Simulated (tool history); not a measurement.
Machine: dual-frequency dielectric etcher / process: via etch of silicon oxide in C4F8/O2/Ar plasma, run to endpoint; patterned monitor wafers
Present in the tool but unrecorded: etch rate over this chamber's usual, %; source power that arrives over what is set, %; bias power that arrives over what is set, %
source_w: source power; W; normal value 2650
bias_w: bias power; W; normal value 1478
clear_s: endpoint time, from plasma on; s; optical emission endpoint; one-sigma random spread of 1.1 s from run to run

| run | hour | source_w | bias_w | wafers since the last listed run | hours since the last wet clean | hours since the last source power generator calibration | hours since the last bias power generator calibration | hours since the last upper electrode change | incoming incoming film thickness, nm | clear_s |
|---|---|---|---|---|---|---|---|---|---|---|
| 1 | 0 | 2650 | 1478 | 0 | 475.3 | 4502.8 | 1780.1 | 3802.5 | 1390.7 | 247.1 |
| 2 | 12.2 | 2650 | 1478 | 92 | 487.5 | 4515 | 1792.3 | 3814.7 | 1406.4 | 248.5 |
| 3 | 28.5 | 2650 | 1478 | 123 | 503.8 | 4531.3 | 1808.6 | 3831 | 1392.3 | 245.5 |
| 4 | 42.7 | 2650 | 1478 | 107 | 518 | 4545.5 | 1822.8 | 3845.2 | 1399.3 | 246.8 |
| 5 | 54.7 | 2650 | 1478 | 90 | 530 | 4557.5 | 1834.8 | 3857.2 | 1415.4 | 249.8 |
| 6 | 68.9 | 2650 | 1478 | 107 | 544.2 | 4571.7 | 1849 | 3871.4 | 1408.8 | 247.2 |
| 7 | 79.2 | 2250 | 1478 | 77 | 554.5 | 4582 | 1859.3 | 3881.7 | 1377.2 | 267.5 |
|  | 107.1 | source power generator calibrated |
|  | 115.2 | wet clean of the chamber |
|  | 127.4 | bias power generator calibrated |
|  | 131 | upper electrode replaced, of another model than before |
| 8 | 131.5 | 2650 | 1478 | 246 | 16.3 | 24.4 | 4.1 | 0.5 | 1400.6 | 257.3 |
| 9 | 131.9 | 2650 | 1478 | 3 | 16.7 | 24.8 | 4.5 | 0.9 | 1394.2 | 256.8 |
| 10 | 132.2 | 2650 | 1478 | 2 | 17 | 25.1 | 4.8 | 1.2 | 1400 | 259.9 |
| 11 | 140.4 | 2130 | 1761 | 62 | 25.2 | 33.3 | 13 | 9.4 | 1401.9 | 268.2 |
| 12 | 155.1 | 2470 | 1588 | 111 | 39.9 | 48 | 27.7 | 24.1 | 1401.5 | 257.7 |
| 13 | 168 | 2650 | 1478 | 97 | 52.8 | 60.9 | 40.6 | 37 | 1397.6 | 255.1 |
| 14 | 177.3 | 2080 | 1685 | 70 | 62.1 | 70.2 | 49.9 | 46.3 | 1404.2 | 271.4 |
| 15 | 190.7 | 2000 | 1194 | 101 | 75.5 | 83.6 | 63.3 | 59.7 | 1404.2 | 304 |
| 16 | 206.1 | 3030 | 1842 | 116 | 90.9 | 99 | 78.7 | 75.1 | 1400.9 | 227.2 |
| 17 | 214.2 | 2650 | 1478 | 61 | 99 | 107.1 | 86.8 | 83.2 | 1398.5 | 253.8 |
| 18 | 229.8 | 3200 | 1478 | 118 | 114.6 | 122.7 | 102.4 | 98.8 | 1392.2 | 235.3 |
| 19 | 240.1 | 2650 | 1478 | 77 | 124.9 | 133 | 112.7 | 109.1 | 1394.9 | 253.8 |
| 20 | 257.4 | 3180 | 1478 | 130 | 142.2 | 150.3 | 130 | 126.4 | 1405.8 | 237.2 |

Here are 5 independent what-if runs from the current tool condition. What would each one return?
| A | 257.9 | 2650 | 1478 | 3 | 142.7 | 150.8 | 130.5 | 126.9 | 1399.5 | ? |
| B | 257.9 | 2040 | 1841 | 3 | 142.7 | 150.8 | 130.5 | 126.9 | 1399.5 | ? |
| C | 257.9 | 3120 | 1244 | 3 | 142.7 | 150.8 | 130.5 | 126.9 | 1399.5 | ? |
| D | 257.9 | 2860 | 1736 | 3 | 142.7 | 150.8 | 130.5 | 126.9 | 1399.5 | ? |
| E | 257.9 | 2420 | 1138 | 3 | 142.7 | 150.8 | 130.5 | 126.9 | 1399.5 | ? |

| run | clear_s |
|---|---|
| A | 257.3 |
| B | 268.6 |
| C | 251.8 |
| D | 238.9 |
| E | 285.5 |
Without the tool's unlogged condition, the same runs would have read:
| run | clear_s |
|---|---|
| A | 259.1 |
| B | 270.5 |
| C | 253.6 |
| D | 240.7 |
| E | 287.6 |

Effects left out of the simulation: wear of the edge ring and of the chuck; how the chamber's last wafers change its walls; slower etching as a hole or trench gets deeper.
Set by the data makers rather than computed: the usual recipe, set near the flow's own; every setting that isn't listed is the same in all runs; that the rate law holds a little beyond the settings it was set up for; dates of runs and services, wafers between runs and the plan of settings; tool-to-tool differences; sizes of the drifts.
